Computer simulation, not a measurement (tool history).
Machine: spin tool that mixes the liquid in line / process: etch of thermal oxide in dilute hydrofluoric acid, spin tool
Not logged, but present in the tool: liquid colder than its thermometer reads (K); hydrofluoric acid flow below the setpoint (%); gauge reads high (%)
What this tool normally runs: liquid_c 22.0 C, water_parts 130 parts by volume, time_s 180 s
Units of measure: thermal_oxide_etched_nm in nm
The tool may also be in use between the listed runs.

run,hour,liquid_c,water_parts,time_s,wafers since the last listed run,hours since the thermometer was replaced,hours since the hydrofluoric acid flow meter was replaced,hours since the gauge calibration,"read-back film thickness of the thermal oxide reference wafer, read on the same gauge (nm)",thermal_oxide_etched_nm
1,0.0,22.0,130,180,0,2191.6,799.9,2783.0,39.99,6.09
2,45.8,22.0,130,180,205,2237.4,845.7,2828.8,40.00,5.99
3,116.8,22.0,130,180,319,2308.4,916.7,2899.8,39.99,5.97
# hour 200.2: hydrofluoric acid flow meter replaced
4,205.6,22.0,130,180,394,2397.2,5.4,2988.6,39.98,6.36
5,252.3,22.0,130,180,209,2443.9,52.1,3035.3,40.01,6.32
6,300.1,22.0,170,180,214,2491.7,99.9,3083.1,39.99,4.57
7,363.0,22.0,170,180,282,2554.6,162.8,3146.0,40.00,4.53
8,439.8,22.0,170,180,345,2631.4,239.6,3222.8,39.97,4.55
9,511.3,22.0,130,180,321,2702.9,311.1,3294.3,40.01,6.31
# hour 551.2: gauge calibrated
10,553.8,22.0,130,180,191,2745.4,353.6,2.6,40.00,6.10
# hour 629.7: thermometer replaced
11,652.1,22.0,110,125,437,22.4,451.9,100.9,40.02,5.16
12,706.8,24.5,180,75,245,77.1,506.6,155.6,40.02,1.91
13,808.7,24.5,180,75,458,179.0,608.5,257.5,39.99,1.94
14,897.9,26.0,80,180,400,268.2,697.7,346.7,39.97,12.19
15,952.6,22.0,130,140,245,322.9,752.4,401.4,40.00,4.63
16,1074.6,26.5,130,95,548,444.9,874.4,523.4,39.99,3.74
17,1156.5,22.0,130,180,368,526.8,956.3,605.3,40.00,5.99
18,1217.5,22.0,70,180,274,587.8,1017.3,666.3,40.04,11.67
19,1265.5,22.0,95,180,215,635.8,1065.3,714.3,39.99,8.60
# hour 1335.7: hydrofluoric acid flow meter replaced
20,1338.4,22.0,145,180,323,708.7,2.7,787.2,40.00,5.51
21,1404.1,20.0,160,105,295,774.4,68.4,852.9,39.97,2.66
22,1494.3,18.5,130,180,405,864.6,158.6,943.1,40.03,5.44
23,1536.8,23.5,100,255,191,907.1,201.1,985.6,40.00,12.51
24,1612.0,25.0,95,130,338,982.3,276.3,1060.8,40.01,7.17
25,1677.9,17.0,180,140,296,1048.2,342.2,1126.7,39.99,2.71
26,1776.4,22.0,130,180,442,1146.7,440.7,1225.2,40.00,6.12
27,1836.0,24.0,175,280,267,1206.3,500.3,1284.8,39.98,7.22
28,1902.5,22.0,130,180,298,1272.8,566.8,1351.3,39.99,6.12
29,1944.2,24.0,150,140,187,1314.5,608.5,1393.0,40.02,4.35
30,2037.3,24.5,90,275,418,1407.6,701.6,1486.1,40.02,15.48

Run 31 comes next. What will it give?
31,2084.2,22.0,130,180,210,1454.5,748.5,1533.0,?,?

read-back film thickness of the thermal oxide reference wafer, read on the same gauge (nm): 40.00
thermal_oxide_etched_nm: 6.10 nm
If the tool had no hidden condition, the same run with the same run-to-run variation would have returned thermal_oxide_etched_nm 6.37 nm.
